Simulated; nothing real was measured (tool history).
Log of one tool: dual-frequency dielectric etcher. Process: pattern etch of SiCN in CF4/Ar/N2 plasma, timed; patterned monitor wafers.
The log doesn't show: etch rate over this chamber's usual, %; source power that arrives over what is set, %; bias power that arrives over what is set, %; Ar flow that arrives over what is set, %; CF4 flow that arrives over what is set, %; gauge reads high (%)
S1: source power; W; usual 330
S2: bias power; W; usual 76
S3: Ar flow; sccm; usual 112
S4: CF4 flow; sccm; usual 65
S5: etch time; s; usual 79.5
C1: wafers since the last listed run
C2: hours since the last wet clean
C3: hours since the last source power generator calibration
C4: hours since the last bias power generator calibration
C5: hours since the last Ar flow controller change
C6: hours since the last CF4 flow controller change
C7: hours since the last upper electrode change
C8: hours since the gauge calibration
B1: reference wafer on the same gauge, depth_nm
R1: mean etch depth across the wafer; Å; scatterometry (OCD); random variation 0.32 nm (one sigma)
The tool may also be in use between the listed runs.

run 1 hour=0 | S1=330 S2=66 S3=132 S4=65 S5=79.5 | C1=0 C2=246.6 C3=2460.9 C4=516.5 C5=5427.9 C6=3887.4 C7=4094.7 C8=1813.1 | B1=50.8 | R1=449
-- hour=10.8 Ar flow controller replaced
run 2 hour=40.1 | S1=330 S2=76 S3=112 S4=65 S5=79.5 | C1=392 C2=286.7 C3=2501 C4=556.6 C5=29.3 C6=3927.5 C7=4134.8 C8=1853.2 | B1=50.7 | R1=479
-- hour=46 gauge calibrated
run 3 hour=143.2 | S1=330 S2=76 S3=112 S4=65 S5=79.5 | C1=1186 C2=389.8 C3=2604.1 C4=659.7 C5=132.4 C6=4030.6 C7=4237.9 C8=97.2 | B1=50.7 | R1=490
-- hour=185.6 CF4 flow controller replaced
run 4 hour=235.8 | S1=330 S2=90 S3=112 S4=65 S5=79.5 | C1=996 C2=482.4 C3=2696.7 C4=752.3 C5=225 C6=50.2 C7=4330.5 C8=189.8 | B1=50.7 | R1=517
run 5 hour=323.1 | S1=260 S2=70 S3=123 S4=65 S5=79.5 | C1=1004 C2=569.7 C3=2784 C4=839.6 C5=312.3 C6=137.5 C7=4417.8 C8=277.1 | B1=50.8 | R1=398
run 6 hour=397.1 | S1=330 S2=76 S3=112 S4=65 S5=86.5 | C1=851 C2=643.7 C3=2858 C4=913.6 C5=386.3 C6=211.5 C7=4491.8 C8=351.1 | B1=50.7 | R1=526
run 7 hour=459.8 | S1=410 S2=82 S3=90 S4=65 S5=95.5 | C1=721 C2=706.4 C3=2920.7 C4=976.3 C5=449 C6=274.2 C7=4554.5 C8=413.8 | B1=50.7 | R1=700
-- hour=488.9 wet clean of the chamber
-- hour=493.4 source power generator calibrated
-- hour=501.4 upper electrode replaced
run 8 hour=532.8 | S1=330 S2=83 S3=133 S4=65 S5=68.5 | C1=426 C2=43.9 C3=39.4 C4=1049.3 C5=522 C6=347.2 C7=31.4 C8=486.8 | B1=50.7 | R1=407
run 9 hour=605.4 | S1=330 S2=70 S3=128 S4=65 S5=79.5 | C1=835 C2=116.5 C3=112 C4=1121.9 C5=594.6 C6=419.8 C7=104 C8=559.4 | B1=50.6 | R1=448
run 10 hour=917.3 | S1=370 S2=76 S3=140 S4=65 S5=79.5 | C1=3589 C2=428.4 C3=423.9 C4=1433.8 C5=906.5 C6=731.7 C7=415.9 C8=871.3 | B1=50.7 | R1=492
run 11 hour=1204.2 | S1=330 S2=76 S3=112 S4=65 S5=79.5 | C1=3301 C2=715.3 C3=710.8 C4=1720.7 C5=1193.4 C6=1018.6 C7=702.8 C8=1158.2 | B1=50.7 | R1=474
-- hour=1239.5 wet clean of the chamber
run 12 hour=1284.5 | S1=330 S2=76 S3=112 S4=65 S5=79.5 | C1=647 C2=45 C3=791.1 C4=1801 C5=1273.7 C6=1098.9 C7=783.1 C8=1238.5 | B1=50.7 | R1=475
run 13 hour=1378.5 | S1=330 S2=76 S3=112 S4=65 S5=79.5 | C1=1081 C2=139 C3=885.1 C4=1895 C5=1367.7 C6=1192.9 C7=877.1 C8=1332.5 | B1=50.7 | R1=470
run 14 hour=1426.5 | S1=260 S2=87 S3=112 S4=65 S5=60 | C1=552 C2=187 C3=933.1 C4=1943 C5=1415.7 C6=1240.9 C7=925.1 C8=1380.5 | B1=50.7 | R1=328
run 15 hour=1515.3 | S1=330 S2=76 S3=112 S4=65 S5=79.5 | C1=1021 C2=275.8 C3=1021.9 C4=2031.8 C5=1504.5 C6=1329.7 C7=1013.9 C8=1469.3 | B1=50.7 | R1=476
run 16 hour=1562.9 | S1=330 S2=76 S3=112 S4=65 S5=79.5 | C1=547 C2=323.4 C3=1069.5 C4=2079.4 C5=1552.1 C6=1377.3 C7=1061.5 C8=1516.9 | B1=50.6 | R1=476
run 17 hour=1619.1 | S1=330 S2=76 S3=121 S4=65 S5=60 | C1=646 C2=379.6 C3=1125.7 C4=2135.6 C5=1608.3 C6=1433.5 C7=1117.7 C8=1573.1 | B1=50.6 | R1=353
run 18 hour=1717 | S1=330 S2=76 S3=129 S4=65 S5=102.5 | C1=1126 C2=477.5 C3=1223.6 C4=2233.5 C5=1706.2 C6=1531.4 C7=1215.6 C8=1671 | B1=50.6 | R1=600
run 19 hour=1798 | S1=330 S2=89 S3=99 S4=65 S5=79.5 | C1=932 C2=558.5 C3=1304.6 C4=2314.5 C5=1787.2 C6=1612.4 C7=1296.6 C8=1752 | B1=50.7 | R1=520
-- hour=1823.3 gauge calibrated
run 20 hour=1847 | S1=380 S2=76 S3=112 S4=65 S5=79.5 | C1=563 C2=607.5 C3=1353.6 C4=2363.5 C5=1836.2 C6=1661.4 C7=1345.6 C8=23.7 | B1=50.7 | R1=512

5 ways to go on from here, each from the tool as it stands after run 20. What would each give?
run A hour=1847.4 | S1=330 S2=76 S3=112 S4=65 S5=70 | C1=4 C2=607.9 C3=1354 C4=2363.9 C5=1836.6 C6=1661.8 C7=1346 C8=24.1 | B1=? | R1=?
run B hour=1847.4 | S1=330 S2=83 S3=124 S4=65 S5=91 | C1=4 C2=607.9 C3=1354 C4=2363.9 C5=1836.6 C6=1661.8 C7=1346 C8=24.1 | B1=? | R1=?
run C hour=1847.4 | S1=330 S2=76 S3=112 S4=65 S5=90 | C1=4 C2=607.9 C3=1354 C4=2363.9 C5=1836.6 C6=1661.8 C7=1346 C8=24.1 | B1=? | R1=?
run D hour=1847.4 | S1=330 S2=70 S3=112 S4=65 S5=95 | C1=4 C2=607.9 C3=1354 C4=2363.9 C5=1836.6 C6=1661.8 C7=1346 C8=24.1 | B1=? | R1=?
run E hour=1847.4 | S1=330 S2=76 S3=105 S4=65 S5=79.5 | C1=4 C2=607.9 C3=1354 C4=2363.9 C5=1836.6 C6=1661.8 C7=1346 C8=24.1 | B1=? | R1=?

run=A B1=50.7 R1=418
run=B B1=50.7 R1=556
run=C B1=50.7 R1=538
run=D B1=50.7 R1=549
run=E B1=50.7 R1=479
Without the tool's hidden state the same runs would have given:
run=A R1=410
run=B R1=546
run=C R1=527
run=D R1=539
run=E R1=469
